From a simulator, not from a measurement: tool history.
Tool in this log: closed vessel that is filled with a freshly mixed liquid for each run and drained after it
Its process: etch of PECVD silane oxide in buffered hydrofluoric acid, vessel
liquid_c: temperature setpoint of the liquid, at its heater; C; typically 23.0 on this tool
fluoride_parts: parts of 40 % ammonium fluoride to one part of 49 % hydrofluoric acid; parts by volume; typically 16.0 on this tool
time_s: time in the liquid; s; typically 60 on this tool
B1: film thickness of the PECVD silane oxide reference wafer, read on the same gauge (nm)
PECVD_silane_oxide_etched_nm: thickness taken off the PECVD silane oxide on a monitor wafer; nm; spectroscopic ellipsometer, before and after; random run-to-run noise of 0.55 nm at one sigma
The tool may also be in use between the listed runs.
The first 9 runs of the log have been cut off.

{"run": 10, "hour": 113.8, "liquid_c": 23.0, "fluoride_parts": 16.0, "time_s": 60, "B1": 40.01, "PECVD_silane_oxide_etched_nm": 108.54}
{"hour": 122.4, "done": "hydrofluoric acid flow meter replaced"}
{"run": 11, "hour": 126.6, "liquid_c": 23.0, "fluoride_parts": 16.0, "time_s": 60, "B1": 40.01, "PECVD_silane_oxide_etched_nm": 115.96}
{"hour": 139.8, "done": "thermometer replaced"}
{"run": 12, "hour": 142.8, "liquid_c": 23.0, "fluoride_parts": 16.0, "time_s": 60, "B1": 39.98, "PECVD_silane_oxide_etched_nm": 116.35}
{"run": 13, "hour": 150.1, "liquid_c": 24.5, "fluoride_parts": 16.0, "time_s": 60, "B1": 40.0, "PECVD_silane_oxide_etched_nm": 126.07}
{"run": 14, "hour": 166.2, "liquid_c": 19.0, "fluoride_parts": 19.0, "time_s": 85, "B1": 39.99, "PECVD_silane_oxide_etched_nm": 110.99}
{"run": 15, "hour": 173.4, "liquid_c": 25.5, "fluoride_parts": 14.0, "time_s": 30, "B1": 39.99, "PECVD_silane_oxide_etched_nm": 76.13}
{"run": 16, "hour": 185.8, "liquid_c": 23.0, "fluoride_parts": 16.0, "time_s": 75, "B1": 40.0, "PECVD_silane_oxide_etched_nm": 144.09}
{"run": 17, "hour": 193.5, "liquid_c": 27.5, "fluoride_parts": 13.0, "time_s": 30, "B1": 39.99, "PECVD_silane_oxide_etched_nm": 90.62}
{"run": 18, "hour": 209.9, "liquid_c": 23.0, "fluoride_parts": 16.0, "time_s": 60, "B1": 39.99, "PECVD_silane_oxide_etched_nm": 116.25}
{"run": 19, "hour": 226.1, "liquid_c": 20.5, "fluoride_parts": 21.5, "time_s": 60, "B1": 40.02, "PECVD_silane_oxide_etched_nm": 76.48}
{"run": 20, "hour": 237.3, "liquid_c": 27.5, "fluoride_parts": 16.0, "time_s": 85, "B1": 40.0, "PECVD_silane_oxide_etched_nm": 209.12}
{"run": 21, "hour": 247.1, "liquid_c": 23.0, "fluoride_parts": 19.0, "time_s": 60, "B1": 39.97, "PECVD_silane_oxide_etched_nm": 96.95}
{"hour": 248.9, "done": "gauge calibrated"}
{"run": 22, "hour": 253.4, "liquid_c": 23.0, "fluoride_parts": 16.0, "time_s": 85, "B1": 40.0, "PECVD_silane_oxide_etched_nm": 164.24}
{"run": 23, "hour": 270.8, "liquid_c": 23.0, "fluoride_parts": 21.0, "time_s": 60, "B1": 40.0, "PECVD_silane_oxide_etched_nm": 89.96}
{"run": 24, "hour": 286.3, "liquid_c": 23.0, "fluoride_parts": 16.0, "time_s": 60, "B1": 40.0, "PECVD_silane_oxide_etched_nm": 114.99}
{"run": 25, "hour": 293.8, "liquid_c": 21.5, "fluoride_parts": 16.0, "time_s": 45, "B1": 40.01, "PECVD_silane_oxide_etched_nm": 80.07}
{"run": 26, "hour": 310.9, "liquid_c": 23.0, "fluoride_parts": 16.0, "time_s": 60, "B1": 40.0, "PECVD_silane_oxide_etched_nm": 114.19}
{"run": 27, "hour": 328.5, "liquid_c": 23.0, "fluoride_parts": 16.0, "time_s": 60, "B1": 40.01, "PECVD_silane_oxide_etched_nm": 115.84}
{"run": 28, "hour": 345.0, "liquid_c": 23.0, "fluoride_parts": 16.0, "time_s": 60, "B1": 40.02, "PECVD_silane_oxide_etched_nm": 114.79}
{"run": 29, "hour": 357.0, "liquid_c": 21.5, "fluoride_parts": 14.0, "time_s": 75, "B1": 39.99, "PECVD_silane_oxide_etched_nm": 150.57}
{"run": 30, "hour": 373.9, "liquid_c": 27.0, "fluoride_parts": 16.0, "time_s": 95, "B1": 40.0, "PECVD_silane_oxide_etched_nm": 224.29}
{"run": 31, "hour": 382.5, "liquid_c": 19.0, "fluoride_parts": 16.0, "time_s": 60, "B1": 39.99, "PECVD_silane_oxide_etched_nm": 90.75}
{"run": 32, "hour": 390.5, "liquid_c": 21.5, "fluoride_parts": 14.0, "time_s": 90, "B1": 40.01, "PECVD_silane_oxide_etched_nm": 179.9}
{"run": 33, "hour": 403.0, "liquid_c": 27.5, "fluoride_parts": 16.0, "time_s": 60, "B1": 40.0, "PECVD_silane_oxide_etched_nm": 147.44}

What if the next run were any one of these 4? Each begins from the tool's condition after run 33:
{"run": "A", "hour": 403.7, "liquid_c": 23.0, "fluoride_parts": 16.0, "time_s": 60, "B1": "?", "PECVD_silane_oxide_etched_nm": "?"}
{"run": "B", "hour": 403.7, "liquid_c": 23.0, "fluoride_parts": 16.0, "time_s": 90, "B1": "?", "PECVD_silane_oxide_etched_nm": "?"}
{"run": "C", "hour": 403.7, "liquid_c": 21.5, "fluoride_parts": 16.0, "time_s": 30, "B1": "?", "PECVD_silane_oxide_etched_nm": "?"}
{"run": "D", "hour": 403.7, "liquid_c": 19.0, "fluoride_parts": 12.5, "time_s": 60, "B1": "?", "PECVD_silane_oxide_etched_nm": "?"}

run=A B1=40.01 PECVD_silane_oxide_etched_nm=114.15
run=B B1=40.01 PECVD_silane_oxide_etched_nm=171.22
run=C B1=40.01 PECVD_silane_oxide_etched_nm=52.53
run=D B1=40.01 PECVD_silane_oxide_etched_nm=116.42
With the hidden condition removed and each run's random variation left untouched, the same runs would have given:
run=A PECVD_silane_oxide_etched_nm=116.95
run=B PECVD_silane_oxide_etched_nm=175.42
run=C PECVD_silane_oxide_etched_nm=53.82
run=D PECVD_silane_oxide_etched_nm=119.27

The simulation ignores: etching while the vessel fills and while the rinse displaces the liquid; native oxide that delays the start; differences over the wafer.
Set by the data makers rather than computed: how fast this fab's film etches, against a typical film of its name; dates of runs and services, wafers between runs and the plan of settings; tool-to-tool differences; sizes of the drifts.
